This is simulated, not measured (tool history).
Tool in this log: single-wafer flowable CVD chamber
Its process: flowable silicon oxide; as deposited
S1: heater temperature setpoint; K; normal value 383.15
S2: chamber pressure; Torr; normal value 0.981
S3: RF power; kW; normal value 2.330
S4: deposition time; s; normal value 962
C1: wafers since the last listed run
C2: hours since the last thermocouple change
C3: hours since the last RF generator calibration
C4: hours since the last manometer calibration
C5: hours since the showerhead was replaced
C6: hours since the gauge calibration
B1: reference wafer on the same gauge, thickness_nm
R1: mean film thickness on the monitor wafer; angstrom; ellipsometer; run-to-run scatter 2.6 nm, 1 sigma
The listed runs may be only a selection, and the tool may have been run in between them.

Run 1, hour 0.0: usual settings but S2 1.177 Torr, S4 891 s; C1 0; C2 651.5; C3 1534.1; C4 1155.2; C5 3867.4; C6 312.5; B1 634.907. Result: R1 6157.67 angstrom.
Run 2, hour 74.0: usual settings; C1 191; C2 725.5; C3 1608.1; C4 1229.2; C5 3941.4; C6 386.5; B1 635.582. Result: R1 5629.85 angstrom.
Run 3, hour 164.1: usual settings; C1 233; C2 815.6; C3 1698.2; C4 1319.3; C5 4031.5; C6 476.6; B1 634.915. Result: R1 5630.82 angstrom.
Run 4, hour 246.5: usual settings; C1 213; C2 898.0; C3 1780.6; C4 1401.7; C5 4113.9; C6 559.0; B1 635.615. Result: R1 5605.59 angstrom.
At hour 281.8: gauge calibrated.
Run 5, hour 334.8: usual settings; C1 228; C2 986.3; C3 1868.9; C4 1490.0; C5 4202.2; C6 53.0; B1 635.240. Result: R1 5605.47 angstrom.
Run 6, hour 438.2: usual settings but S2 0.880 Torr, S3 2.225 kW; C1 267; C2 1089.7; C3 1972.3; C4 1593.4; C5 4305.6; C6 156.4; B1 634.728. Result: R1 4985.00 angstrom.
At hour 459.7: thermocouple changed; heater temperature recalibrated.
Run 7, hour 483.6: usual settings but S2 0.880 Torr, S3 2.225 kW; C1 96; C2 23.9; C3 2017.7; C4 1638.8; C5 4351.0; C6 201.8; B1 635.059. Result: R1 4951.43 angstrom.
At hour 536.5: RF generator calibrated.
Run 8, hour 561.7: usual settings but S1 391.15 K, S2 0.740 Torr, S4 1096 s; C1 181; C2 102.0; C3 25.2; C4 1716.9; C5 4429.1; C6 279.9; B1 635.238. Result: R1 3811.22 angstrom.
At hour 641.7: capacitance manometer re-zeroed and calibrated.
Run 9, hour 657.6: usual settings but S1 378.15 K; C1 227; C2 197.9; C3 121.1; C4 15.9; C5 4525.0; C6 375.8; B1 634.890. Result: R1 6863.08 angstrom.
At hour 697.6: showerhead replaced.
Run 10, hour 736.6: usual settings but S3 1.960 kW; C1 183; C2 276.9; C3 200.1; C4 94.9; C5 39.0; C6 454.8; B1 634.746. Result: R1 5711.93 angstrom.
Run 11, hour 794.5: usual settings but S1 379.15 K, S2 0.866 Torr, S4 1137 s; C1 149; C2 334.8; C3 258.0; C4 152.8; C5 96.9; C6 512.7; B1 635.047. Result: R1 6993.48 angstrom.
At hour 836.2: gauge calibrated.
Run 12, hour 885.2: usual settings but S4 782 s; C1 234; C2 425.5; C3 348.7; C4 243.5; C5 187.6; C6 49.0; B1 635.116. Result: R1 4756.39 angstrom.
Run 13, hour 931.3: usual settings but S2 1.058 Torr, S3 2.520 kW; C1 119; C2 471.6; C3 394.8; C4 289.6; C5 233.7; C6 95.1; B1 634.955. Result: R1 6359.67 angstrom.
Run 14, hour 978.0: usual settings; C1 120; C2 518.3; C3 441.5; C4 336.3; C5 280.4; C6 141.8; B1 634.450. Result: R1 5884.46 angstrom.
Run 15, hour 1065.3: usual settings but S2 0.810 Torr, S3 2.005 kW, S4 1102 s; C1 225; C2 605.6; C3 528.8; C4 423.6; C5 367.7; C6 229.1; B1 634.978. Result: R1 5426.32 angstrom.

Hidden state or all else? Some run-to-run changes of R1, split into what the settings, what came in and random variation would give without the hidden state, and what is left for the hidden state (with any gauge scatter that isn't in both results):
Hidden state present: wafer temperature above the value expected at the setpoint (K); delivered RF power above the setpoint (%); true pressure above the setpoint (%); gauge reads high (%).
Run 8 -> 9: S1 391.15 -> 378.15, S2 0.740 -> 0.981, S4 1096 -> 962, capacitance manometer re-zeroed and calibrated. R1 +3051.86 angstrom: hidden state +283.98, all else +2767.88.
